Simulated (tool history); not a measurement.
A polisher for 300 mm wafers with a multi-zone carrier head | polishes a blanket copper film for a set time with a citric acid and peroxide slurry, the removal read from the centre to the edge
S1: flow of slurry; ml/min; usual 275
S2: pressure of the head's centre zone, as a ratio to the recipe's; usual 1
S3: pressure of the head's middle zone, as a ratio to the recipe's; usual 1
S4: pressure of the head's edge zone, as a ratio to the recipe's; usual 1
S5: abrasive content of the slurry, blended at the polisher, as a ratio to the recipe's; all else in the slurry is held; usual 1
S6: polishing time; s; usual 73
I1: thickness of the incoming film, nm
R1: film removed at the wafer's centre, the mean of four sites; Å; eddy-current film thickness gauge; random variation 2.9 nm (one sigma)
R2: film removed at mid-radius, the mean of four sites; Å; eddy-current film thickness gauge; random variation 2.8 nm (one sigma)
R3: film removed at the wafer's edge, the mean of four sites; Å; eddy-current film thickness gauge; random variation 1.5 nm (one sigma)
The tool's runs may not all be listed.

Run 1, hour 0: usual settings; I1 1026.8. Result: R1 2025 Å, R2 1965 Å, R3 1970 Å.
Run 2, hour 84.8: usual settings; I1 1007.4. Result: R1 2039 Å, R2 2031 Å, R3 1991 Å.
At hour 120.6: worn pad replaced by a new one.
Run 3, hour 130.2: usual settings; I1 1011.5. Result: R1 2005 Å, R2 2012 Å, R3 1996 Å.
At hour 149: slurry nozzle cleaned.
At hour 157.3: edge zone pressure recalibrated.
Run 4, hour 227.2: usual settings but S3 1.03; I1 999.8. Result: R1 2061 Å, R2 2044 Å, R3 1971 Å.
At hour 314.8: worn pad replaced by a new one.
Run 5, hour 331.2: usual settings; I1 1003.1. Result: R1 2045 Å, R2 2030 Å, R3 1990 Å.
Run 6, hour 376.7: usual settings; I1 1021.9. Result: R1 1987 Å, R2 2019 Å, R3 1969 Å.
Run 7, hour 443.2: usual settings; I1 1003.9. Result: R1 2001 Å, R2 1974 Å, R3 1985 Å.
Run 8, hour 483.1: usual settings but S3 1.1, S4 1.05, S6 64 s; I1 1011.8. Result: R1 1761 Å, R2 1834 Å, R3 1755 Å.
At hour 486.1: edge zone pressure recalibrated.
At hour 494.2: slurry nozzle cleaned.
At hour 497.9: worn pad replaced by a new one.
Run 9, hour 524.6: usual settings but S1 340 ml/min, S2 0.92, S5 1.1; I1 1021.6. Result: R1 1962 Å, R2 2056 Å, R3 2069 Å.
At hour 604.9: centre zone pressure recalibrated.
Run 10, hour 607.2: usual settings but S1 305 ml/min, S6 60 s; I1 1014.3. Result: R1 1638 Å, R2 1672 Å, R3 1655 Å.
At hour 644.9: carrier head's membrane replaced by a new one.
At hour 705.3: worn pad replaced by a new one.
Run 11, hour 713.2: usual settings but S3 0.95, S5 1.2, S6 47 s; I1 999.1. Result: R1 1311 Å, R2 1261 Å, R3 1318 Å.
Run 12, hour 778.1: usual settings but S1 305 ml/min, S6 60 s; I1 1006.3. Result: R1 1687 Å, R2 1658 Å, R3 1642 Å.
At hour 811.3: edge zone pressure recalibrated.
At hour 835.4: slurry nozzle cleaned.
Run 13, hour 852.4: usual settings but S6 59 s; I1 1012.1. Result: R1 1636 Å, R2 1652 Å, R3 1579 Å.
At hour 892.1: worn pad replaced by a new one.
Run 14, hour 974.2: usual settings but S3 0.89, S5 0.75; I1 1013.5. Result: R1 1911 Å, R2 1700 Å, R3 1853 Å.
Run 15, hour 1059.9: usual settings but S3 0.95, S5 1.2, S6 47 s; I1 993.6. Result: R1 1350 Å, R2 1316 Å, R3 1331 Å.

Forecast each of these 4 alternatives for the next run:
Run A, hour 1060.3: usual settings; I1 1017.4. Result: R1 ?, R2 ?, R3 ?.
Run B, hour 1060.3: usual settings but S5 1.1; I1 1017.4. Result: R1 ?, R2 ?, R3 ?.
Run C, hour 1060.3: usual settings but S1 335 ml/min; I1 1017.4. Result: R1 ?, R2 ?, R3 ?.
Run D, hour 1060.3: usual settings but S3 0.96; I1 1017.4. Result: R1 ?, R2 ?, R3 ?.

run    R1    R2    R3
  A  2072  1970  1967
  B  2118  2013  2010
  C  2109  2001  1990
  D  2072  1903  1968
Without the tool's hidden state the same runs would have given:
run    R1    R2    R3
  A  2072  1970  1967
  B  2118  2013  2010
  C  2109  2001  1990
  D  2072  1903  1968
